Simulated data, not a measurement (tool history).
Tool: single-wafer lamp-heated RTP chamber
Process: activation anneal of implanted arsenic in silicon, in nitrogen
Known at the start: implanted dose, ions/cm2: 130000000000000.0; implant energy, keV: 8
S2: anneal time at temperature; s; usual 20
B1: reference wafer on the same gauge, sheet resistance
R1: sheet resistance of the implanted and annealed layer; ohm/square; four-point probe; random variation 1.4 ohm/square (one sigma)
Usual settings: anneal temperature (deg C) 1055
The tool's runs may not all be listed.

{"run": 1, "hour": 0.0, "anneal temperature (deg C)": 1075, "S2": 20, "B1": 684.97, "R1": 627.46}
{"run": 2, "hour": 99.1, "anneal temperature (deg C)": 1075, "S2": 20, "B1": 685.03, "R1": 628.78}
{"run": 3, "hour": 181.2, "anneal temperature (deg C)": 1076, "S2": 13, "B1": 685.1, "R1": 639.24}
{"hour": 198.6, "done": "reflector plate cleaned, repeated, since the last time left the tool worse"}
{"run": 4, "hour": 288.4, "anneal temperature (deg C)": 1076, "S2": 13, "B1": 685.11, "R1": 648.38}
{"run": 5, "hour": 324.9, "anneal temperature (deg C)": 1035, "S2": 20, "B1": 685.06, "R1": 655.04}
{"run": 6, "hour": 384.1, "anneal temperature (deg C)": 1035, "S2": 20, "B1": 684.84, "R1": 658.7}
{"hour": 405.2, "done": "pyrometer window cleaned and pyrometer calibrated"}
{"run": 7, "hour": 431.9, "anneal temperature (deg C)": 1035, "S2": 20, "B1": 684.76, "R1": 655.48}
{"run": 8, "hour": 495.3, "anneal temperature (deg C)": 1055, "S2": 20, "B1": 685.39, "R1": 648.83}
{"run": 9, "hour": 579.9, "anneal temperature (deg C)": 1055, "S2": 20, "B1": 685.26, "R1": 650.49}
{"run": 10, "hour": 630.8, "anneal temperature (deg C)": 1055, "S2": 20, "B1": 684.79, "R1": 645.26}
{"run": 11, "hour": 717.4, "anneal temperature (deg C)": 1055, "S2": 13, "B1": 685.09, "R1": 655.8}
{"run": 12, "hour": 764.7, "anneal temperature (deg C)": 1055, "S2": 20, "B1": 684.72, "R1": 646.72}
{"run": 13, "hour": 834.4, "anneal temperature (deg C)": 1055, "S2": 20, "B1": 684.93, "R1": 645.43}
{"run": 14, "hour": 875.4, "anneal temperature (deg C)": 1055, "S2": 20, "B1": 685.0, "R1": 645.57}
{"run": 15, "hour": 928.9, "anneal temperature (deg C)": 1079, "S2": 29, "B1": 684.99, "R1": 616.3}
{"hour": 957.1, "done": "reflector plate cleaned"}
{"hour": 959.4, "done": "gauge calibrated"}
{"run": 16, "hour": 975.2, "anneal temperature (deg C)": 1039, "S2": 31, "B1": 684.78, "R1": 644.69}
{"run": 17, "hour": 1074.7, "anneal temperature (deg C)": 1047, "S2": 9, "B1": 685.21, "R1": 665.31}
{"run": 18, "hour": 1119.0, "anneal temperature (deg C)": 1076, "S2": 31, "B1": 684.78, "R1": 617.65}
{"hour": 1154.3, "done": "pyrometer window cleaned and pyrometer calibrated"}
{"run": 19, "hour": 1197.8, "anneal temperature (deg C)": 1028, "S2": 10, "B1": 684.97, "R1": 668.37}
{"run": 20, "hour": 1249.7, "anneal temperature (deg C)": 1055, "S2": 20, "B1": 685.27, "R1": 648.7}
{"run": 21, "hour": 1340.3, "anneal temperature (deg C)": 1075, "S2": 20, "B1": 685.11, "R1": 636.23}
{"run": 22, "hour": 1411.1, "anneal temperature (deg C)": 1077, "S2": 17, "B1": 685.43, "R1": 637.26}
{"run": 23, "hour": 1462.5, "anneal temperature (deg C)": 1027, "S2": 10, "B1": 685.29, "R1": 670.15}
{"hour": 1609.4, "done": "reflector plate cleaned"}
{"run": 24, "hour": 1780.5, "anneal temperature (deg C)": 1055, "S2": 20, "B1": 684.88, "R1": 645.27}
{"hour": 1869.1, "done": "pyrometer window cleaned and pyrometer calibrated"}
{"run": 25, "hour": 1880.7, "anneal temperature (deg C)": 1080, "S2": 9, "B1": 684.98, "R1": 651.8}
{"run": 26, "hour": 1937.4, "anneal temperature (deg C)": 1055, "S2": 20, "B1": 684.77, "R1": 646.73}
{"run": 27, "hour": 2032.4, "anneal temperature (deg C)": 1072, "S2": 9, "B1": 684.85, "R1": 654.43}
{"run": 28, "hour": 2079.9, "anneal temperature (deg C)": 1055, "S2": 20, "B1": 685.17, "R1": 648.84}
{"run": 29, "hour": 2121.9, "anneal temperature (deg C)": 1079, "S2": 11, "B1": 684.83, "R1": 648.4}
{"hour": 2183.2, "done": "reflector plate cleaned"}
{"run": 30, "hour": 2186.5, "anneal temperature (deg C)": 1029, "S2": 20, "B1": 685.1, "R1": 660.71}
{"run": 31, "hour": 2248.0, "anneal temperature (deg C)": 1036, "S2": 29, "B1": 685.11, "R1": 649.71}
{"run": 32, "hour": 2290.5, "anneal temperature (deg C)": 1069, "S2": 11, "B1": 684.88, "R1": 651.82}
{"run": 33, "hour": 2397.6, "anneal temperature (deg C)": 1028, "S2": 29, "B1": 684.88, "R1": 652.83}
{"run": 34, "hour": 2469.8, "anneal temperature (deg C)": 1075, "S2": 12, "B1": 684.75, "R1": 649.56}
{"run": 35, "hour": 2557.8, "anneal temperature (deg C)": 1074, "S2": 25, "B1": 685.23, "R1": 628.05}
{"hour": 2605.5, "done": "pyrometer window cleaned and pyrometer calibrated"}
{"run": 36, "hour": 2608.5, "anneal temperature (deg C)": 1055, "S2": 20, "B1": 685.1, "R1": 645.98}

Some steps in R1 between neighbouring runs. How much of each would the tool show without its hidden state too (settings, what came in, random variation), and how much is left for the hidden state, with any gauge scatter that isn't in both results?
The hidden state here: true wafer temperature minus pyrometer reading, K; wafer temperature error from the tarnished reflector plate, K; gauge reads high (%).
Run 3 -> 4: reflector plate cleaned, repeated, since the last time left the tool worse. R1 +9.14 ohm/square: hidden state +5.63, all else +3.51.
Run 15 -> 16: anneal temperature (deg C) 1079 -> 1039, S2 29 -> 31, reflector plate cleaned, gauge calibrated. R1 +28.39 ohm/square: hidden state +3.51, all else +24.88.
Run 17 -> 18: anneal temperature (deg C) 1047 -> 1076, S2 9 -> 31. R1 -47.66 ohm/square: hidden state -0.66, all else -47.00.
Run 18 -> 19: anneal temperature (deg C) 1076 -> 1028, S2 31 -> 10, pyrometer window cleaned and pyrometer calibrated. R1 +50.72 ohm/square: hidden state +0.54, all else +50.18.
Run 22 -> 23: anneal temperature (deg C) 1077 -> 1027, S2 17 -> 10. R1 +32.89 ohm/square: hidden state +1.07, all else +31.82.
Run 29 -> 30: anneal temperature (deg C) 1079 -> 1029, S2 11 -> 20, reflector plate cleaned. R1 +12.31 ohm/square: hidden state +1.65, all else +10.66.
